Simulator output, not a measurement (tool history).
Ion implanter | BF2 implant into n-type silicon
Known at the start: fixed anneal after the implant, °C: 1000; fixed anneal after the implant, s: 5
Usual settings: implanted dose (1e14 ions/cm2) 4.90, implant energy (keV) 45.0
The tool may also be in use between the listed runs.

run	hour	implanted dose (1e14 ions/cm2)	implant energy (keV)	wafers since the last listed run	hours since the last dose calibration	hours since the extraction supply was calibrated	hours since the gauge calibration	read-back reference wafer on the same gauge, sheet resistance	sheet resistance of the implanted and annealed layer (ohm/square)
1	0.0	4.90	45.0	0	322.3	1788.2	995.3	196.00	244.20
2	41.4	4.90	45.0	551	363.7	1829.6	1036.7	196.27	243.16
3	90.0	4.90	45.0	646	412.3	1878.2	1085.3	195.87	241.94
4	149.9	4.90	45.0	797	472.2	1938.1	1145.2	196.06	241.39
5	176.6	4.90	33.0	355	498.9	1964.8	1171.9	195.82	252.79
6	234.5	4.90	33.0	770	556.8	2022.7	1229.8	195.95	253.46
7	284.1	5.59	45.0	660	606.4	2072.3	1279.4	196.09	214.73
8	362.6	5.59	45.0	1045	684.9	2150.8	1357.9	195.81	214.66
# hour 382.6: Faraday cup replaced and dose calibrated
9	398.3	5.59	45.0	368	15.7	2186.5	1393.6	196.00	218.60
10	462.6	4.90	45.0	855	80.0	2250.8	1457.9	195.94	245.49
11	502.0	4.90	45.0	524	119.4	2290.2	1497.3	195.68	245.58
12	549.4	4.90	45.0	631	166.8	2337.6	1544.7	196.07	244.49
13	594.2	4.90	45.0	596	211.6	2382.4	1589.5	195.74	245.46
14	624.2	4.90	45.0	399	241.6	2412.4	1619.5	195.80	244.71
# hour 655.5: gauge calibrated
# hour 678.3: extraction supply calibrated
15	678.8	4.90	45.0	620	296.2	0.5	23.3	195.86	243.60
16	736.5	4.90	45.0	768	353.9	58.2	81.0	195.99	243.82
17	776.0	4.90	49.0	525	393.4	97.7	120.5	196.04	240.24
18	840.5	4.90	45.0	858	457.9	162.2	185.0	196.09	241.83
19	885.5	4.90	38.0	599	502.9	207.2	230.0	195.94	248.97
20	914.2	5.32	31.5	382	531.6	235.9	258.7	196.16	240.76
21	984.6	5.86	36.0	937	602.0	306.3	329.1	195.92	215.42
22	1009.3	6.17	38.5	328	626.7	331.0	353.8	195.72	205.12
23	1047.1	4.90	30.0	503	664.5	368.8	391.6	196.04	255.48
# hour 1067.9: Faraday cup replaced and dose calibrated
24	1114.0	3.95	50.0	784	46.1	435.7	458.5	196.10	293.69
25	1145.0	5.45	34.5	412	77.1	466.7	489.5	196.29	234.06
26	1200.6	4.90	49.0	740	132.7	522.3	545.1	196.36	242.76
27	1264.0	5.64	36.0	844	196.1	585.7	608.5	196.20	225.21
28	1294.9	4.90	45.0	411	227.0	616.6	639.4	195.89	244.65
29	1366.2	4.90	45.0	949	298.3	687.9	710.7	196.01	243.76
30	1428.0	3.81	50.5	822	360.1	749.7	772.5	196.18	304.23
31	1498.7	5.95	35.0	941	430.8	820.4	843.2	196.08	218.05
32	1565.8	3.61	51.0	893	497.9	887.5	910.3	195.94	312.85
33	1598.2	6.03	57.5	431	530.3	919.9	942.7	196.04	198.11
34	1633.0	3.93	35.5	463	565.1	954.7	977.5	195.91	299.56

What the log doesn't show, run by run:
deviation of the true energy from its setpoint, %: 0 in every run
gauge reads high (%): 0 in every run
H1: deviation of the true dose from the Faraday cup's reading, %
run	H1
1	0.506
2	0.728
3	1.02
4	1.44
5	1.64
6	2.12
7	2.57
8	3.36
9	-0.256
10	-0.208
11	-0.147
12	-0.0412
13	0.0912
14	0.197
15	0.427
16	0.72
17	0.95
18	1.38
19	1.72
20	1.95
21	2.57
22	2.81
23	3.19
24	-0.0248
25	0.00496
26	0.096
27	0.259
28	0.361
29	0.653
30	0.971
31	1.41
32	1.89
33	2.15
34	2.45
